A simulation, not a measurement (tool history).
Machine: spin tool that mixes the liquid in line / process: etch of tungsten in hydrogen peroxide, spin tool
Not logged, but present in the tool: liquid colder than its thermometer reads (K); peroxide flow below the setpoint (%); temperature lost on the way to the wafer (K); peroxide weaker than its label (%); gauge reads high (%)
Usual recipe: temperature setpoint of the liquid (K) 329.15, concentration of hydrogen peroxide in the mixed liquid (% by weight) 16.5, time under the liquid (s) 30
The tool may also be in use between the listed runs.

run	day	temperature setpoint of the liquid (K)	concentration of hydrogen peroxide in the mixed liquid (% by weight)	time under the liquid (s)	wafers since the last listed run	hours since the thermometer was replaced	hours since the peroxide flow meter was replaced	hours since the heated supply line was repaired	hours since the drum of peroxide was connected	hours since the gauge calibration	read-back film thickness of the tungsten reference wafer, read on the same gauge (nm)	thickness taken off the tungsten on a monitor wafer (angstrom)
1	0	329.15	16.5	30	0	330.3	0.5	1399.8	449.1	1803.7	139.98	352.6
2	2.938	329.15	16.5	30	991	400.8	71	1470.3	519.6	1874.2	140	357
# day 3.529: gauge calibrated
3	4.038	329.15	16.5	30	371	427.2	97.4	1496.7	546	12.2	140.01	351.6
4	5.821	323.65	18.5	20	601	470	140.2	1539.5	588.8	55	140.02	180
# day 6.454: new drum of peroxide connected
5	6.929	333.65	12.5	30	359	496.6	166.8	1566.1	11.4	81.6	139.99	398.6
6	9.85	319.65	13	30	985	566.7	236.9	1636.2	81.5	151.7	140.03	176.1
7	12.212	324.15	19	50	797	623.4	293.6	1692.9	138.2	208.4	140.01	468.7
8	13.7	329.15	16.5	30	501	659.1	329.3	1728.6	173.9	244.1	140.01	358
9	17.742	329.15	16.5	25	1363	756.1	426.3	1825.6	270.9	341.1	139.98	293.9
# day 18.229: heated supply line repaired
10	20.575	329.15	20	30	942	824.1	494.3	56.3	338.9	409.1	140	387.4
11	22.321	332.15	16.5	30	589	866	536.2	98.2	380.8	451	140.02	417.3
12	25.283	319.65	19.5	30	999	937.1	607.3	169.3	451.9	522.1	140.01	212.1
13	27.612	323.15	18	15	785	993	663.2	225.2	507.8	578	139.98	127.4
# day 29.058: new drum of peroxide connected
14	30.225	323.65	13	20	867	1055.7	725.9	287.9	28	640.7	139.99	150.2
15	32.042	324.15	20	30	613	1099.3	769.5	331.5	71.6	684.3	139.99	282.1
16	33.775	333.65	12.5	30	584	1140.9	811.1	373.1	113.2	725.9	140	386.9
17	35.579	326.65	13.5	15	608	1184.2	854.4	416.4	156.5	769.2	140	135.2
18	37.704	329.15	16.5	45	717	1235.2	905.4	467.4	207.5	820.2	139.99	512.3
# day 39.725: peroxide flow meter replaced
19	40.471	324.15	14.5	30	919	1301.6	17.9	533.8	273.9	886.6	140	238.9
20	42.071	322.15	19.5	30	539	1340	56.3	572.2	312.3	925	139.97	241.7

For run 21, what comes out?
21	43.958	324.15	20	15	636	1385.3	101.6	617.5	357.6	970.3	?	?

read-back film thickness of the tungsten reference wafer, read on the same gauge (nm): 140
thickness taken off the tungsten on a monitor wafer (angstrom): 141.3
If the tool had no hidden condition, the same run with the same run-to-run variation would have returned thickness taken off the tungsten on a monitor wafer (angstrom) 150.3.
